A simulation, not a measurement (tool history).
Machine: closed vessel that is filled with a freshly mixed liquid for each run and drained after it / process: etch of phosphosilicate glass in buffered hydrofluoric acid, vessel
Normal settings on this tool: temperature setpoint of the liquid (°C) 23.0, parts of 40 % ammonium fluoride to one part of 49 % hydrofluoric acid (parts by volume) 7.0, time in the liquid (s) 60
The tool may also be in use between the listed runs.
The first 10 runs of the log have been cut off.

run     day  temperature setpoint of the liquid (°C)  parts of 40 % ammonium fluoride to one part of 49 % hydrofluoric acid (parts by volume)  time in the liquid (s)  wafers since the last listed run  hours since the thermometer was replaced  hours since the hydrofluoric acid flow meter was replaced  hours since the gauge calibration  read-back film thickness of the phosphosilicate glass reference wafer, read on the same gauge (nm)  thickness taken off the phosphosilicate glass on a monitor wafer (angstrom)
 11   5.367                                     26.0                                                                                     10.0                      60                              1060                                     116.0                                                     2519.4                              105.0                                                                                               90.03                                                                       3025.3
 12   5.829                                     19.5                                                                                      5.0                      35                              1143                                     127.1                                                     2530.5                              116.1                                                                                               89.99                                                                       2328.7
 13   6.300                                     27.5                                                                                      6.0                      40                              1163                                     138.4                                                     2541.8                              127.4                                                                                               90.01                                                                       3504.8
 14   6.621                                     23.0                                                                                      8.5                      75                               793                                     146.1                                                     2549.5                              135.1                                                                                               90.03                                                                       3676.7
 15   7.129                                     23.0                                                                                      7.0                      60                              1256                                     158.3                                                     2561.7                              147.3                                                                                               90.04                                                                       3627.8
 16   7.462                                     23.0                                                                                      7.0                      60                               823                                     166.3                                                     2569.7                              155.3                                                                                               89.98                                                                       3605.7
      7.558  -- hydrofluoric acid flow meter replaced
 17   7.888                                     26.5                                                                                      5.5                      75                               947                                     176.5                                                        7.9                              165.5                                                                                               89.99                                                                       6706.2
 18   8.229                                     23.0                                                                                      7.0                      60                               844                                     184.7                                                       16.1                              173.7                                                                                               89.98                                                                       3581.2
 19   8.750                                     21.0                                                                                      5.0                      35                              1287                                     197.2                                                       28.6                              186.2                                                                                               90.01                                                                       2498.2
 20   9.188                                     20.0                                                                                      5.5                      80                              1081                                     207.7                                                       39.1                              196.7                                                                                               90.00                                                                       5028.4
 21   9.588                                     23.0                                                                                      7.0                      45                               988                                     217.3                                                       48.7                              206.3                                                                                               89.97                                                                       2703.2
 22   9.954                                     25.5                                                                                      7.0                      60                               906                                     226.1                                                       57.5                              215.1                                                                                               90.00                                                                       4113.6
 23  10.383                                     23.0                                                                                      7.0                      60                              1060                                     236.4                                                       67.8                              225.4                                                                                               90.00                                                                       3606.5
 24  11.050                                     24.5                                                                                      7.0                      80                              1647                                     252.4                                                       83.8                              241.4                                                                                               90.00                                                                       5227.8
 25  11.458                                     23.0                                                                                      5.0                      50                              1009                                     262.2                                                       93.6                              251.2                                                                                               90.00                                                                       4000.1
 26  11.712                                     23.0                                                                                      5.0                      85                               628                                     268.3                                                       99.7                              257.3                                                                                               90.01                                                                       6825.2
 27  12.308                                     18.5                                                                                      5.0                      75                              1472                                     282.6                                                      114.0                              271.6                                                                                               90.00                                                                       4656.2
 28  12.904                                     27.5                                                                                      8.0                      60                              1472                                     296.9                                                      128.3                              285.9                                                                                               89.97                                                                       3991.3
 29  13.475                                     23.0                                                                                      7.0                      60                              1411                                     310.6                                                      142.0                              299.6                                                                                               89.99                                                                       3589.3
 30  13.804                                     23.0                                                                                     10.0                      70                               813                                     318.5                                                      149.9                              307.5                                                                                               90.01                                                                       2993.2
 31  14.483                                     21.5                                                                                      7.0                      70                              1678                                     334.8                                                      166.2                              323.8                                                                                               89.97                                                                       3849.3
 32  14.929                                     25.5                                                                                      8.5                      60                              1102                                     345.5                                                      176.9                              334.5                                                                                               90.01                                                                       3294.0

Branching from run 32: 4 alternative next runs. What would each branch give?
  A  14.958                                     23.0                                                                                      7.0                      60                                72                                     346.2                                                      177.6                              335.2                                                                                                   ?                                                                            ?
  B  14.958                                     21.5                                                                                      5.5                      90                                72                                     346.2                                                      177.6                              335.2                                                                                                   ?                                                                            ?
  C  14.958                                     18.5                                                                                      6.0                      35                                72                                     346.2                                                      177.6                              335.2                                                                                                   ?                                                                            ?
  D  14.958                                     18.5                                                                                      7.0                      60                                72                                     346.2                                                      177.6                              335.2                                                                                                   ?                                                                            ?

run  read-back film thickness of the phosphosilicate glass reference wafer, read on the same gauge (nm)  thickness taken off the phosphosilicate glass on a monitor wafer (angstrom)
  A                                                                                               89.96                                                                       3579.3
  B                                                                                               89.96                                                                       6081.3
  C                                                                                               89.96                                                                       1856.8
  D                                                                                               89.96                                                                       2784.5
Stripped of hidden state, with their random variation kept, the same runs would have yielded:
run  thickness taken off the phosphosilicate glass on a monitor wafer (angstrom)
  A                                                                       3664.8
  B                                                                       6227.9
  C                                                                       1902.5
  D                                                                       2853.1

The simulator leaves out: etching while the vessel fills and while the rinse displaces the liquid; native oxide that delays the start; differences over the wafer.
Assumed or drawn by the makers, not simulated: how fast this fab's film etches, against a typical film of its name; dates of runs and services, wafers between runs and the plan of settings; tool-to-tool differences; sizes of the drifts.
